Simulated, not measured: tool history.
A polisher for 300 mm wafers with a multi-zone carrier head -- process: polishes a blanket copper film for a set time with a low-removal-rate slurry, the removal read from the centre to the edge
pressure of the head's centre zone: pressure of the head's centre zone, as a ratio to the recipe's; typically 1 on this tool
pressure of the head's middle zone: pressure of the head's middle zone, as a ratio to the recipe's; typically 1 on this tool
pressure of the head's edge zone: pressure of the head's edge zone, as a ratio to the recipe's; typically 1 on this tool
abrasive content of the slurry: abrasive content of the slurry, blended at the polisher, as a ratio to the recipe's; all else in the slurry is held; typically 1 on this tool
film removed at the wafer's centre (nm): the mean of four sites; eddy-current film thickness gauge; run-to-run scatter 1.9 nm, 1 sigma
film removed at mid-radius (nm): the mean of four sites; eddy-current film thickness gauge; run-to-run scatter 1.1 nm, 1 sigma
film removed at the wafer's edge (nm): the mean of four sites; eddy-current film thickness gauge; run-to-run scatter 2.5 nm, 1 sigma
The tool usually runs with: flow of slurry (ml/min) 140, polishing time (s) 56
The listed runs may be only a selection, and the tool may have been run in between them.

run	day	flow of slurry (ml/min)	pressure of the head's centre zone	pressure of the head's middle zone	pressure of the head's edge zone	abrasive content of the slurry	polishing time (s)	incoming thickness of the incoming film, nm	film removed at the wafer's centre (nm)	film removed at mid-radius (nm)	film removed at the wafer's edge (nm)
1	0	140	1	1	1	1	56	949.9	166.6	174.5	174.8
2	2.583	140	1	1	1	1	56	937.5	170.5	173	176.1
# day 3.538: slurry nozzle cleaned
# day 3.792: worn pad replaced by a new one
3	4.417	140	1	1	1	0.85	56	940.8	166.7	170.3	169.9
# day 4.958: carrier head's membrane replaced by a new one
4	7.3	140	1	1	1	0.85	56	951.7	165.9	170.3	172
5	9.038	165	1	1	1	1	56	950.9	176.8	179.5	179.4
6	10.346	165	1	1	1	1	56	955	171.1	175.7	178.7
# day 12.496: slurry nozzle cleaned
7	13.146	140	1	1	1	1.2	56	943.5	172.3	177.1	177.7
# day 13.654: worn pad replaced by a new one
8	14.417	155	0.94	1	1	1	56	947.6	164.5	177.5	174.7
9	16.25	140	1	1	1	1	56	943.3	169.7	172.5	182.2
10	17.65	170	1	1	1	1.15	47	952.5	146.3	152.3	153.3
11	20.425	175	1	0.97	1.1	1	56	934.6	172.2	175.7	188.1
12	22.017	140	1	1	1	1	56	955.6	167.3	172.9	177.2
# day 22.588: edge zone pressure recalibrated
# day 22.908: slurry nozzle cleaned
# day 24.412: centre zone pressure recalibrated
13	24.433	175	1	1.04	1.06	1	56	941.5	182.7	183.5	186
# day 24.796: worn pad replaced by a new one
# day 25.708: carrier head's membrane replaced by a new one
14	25.929	140	1	1.09	0.93	1.15	38	947.7	119.7	126.9	116.3
15	27.125	140	1	1.04	1	1	56	944.7	175.2	180.3	175.8

What does the tool deliver on the next run?
16	28.542	140	1	1	1.08	1	56	961.3	?	?	?

Run 16 gave film removed at the wafer's centre (nm) 176.3, film removed at mid-radius (nm) 173.8, film removed at the wafer's edge (nm) 179.7.
On a tool with no hidden condition, and with the same random variation, this run would have come out at film removed at the wafer's centre (nm) 176.2, film removed at mid-radius (nm) 173.8, film removed at the wafer's edge (nm) 179.7.

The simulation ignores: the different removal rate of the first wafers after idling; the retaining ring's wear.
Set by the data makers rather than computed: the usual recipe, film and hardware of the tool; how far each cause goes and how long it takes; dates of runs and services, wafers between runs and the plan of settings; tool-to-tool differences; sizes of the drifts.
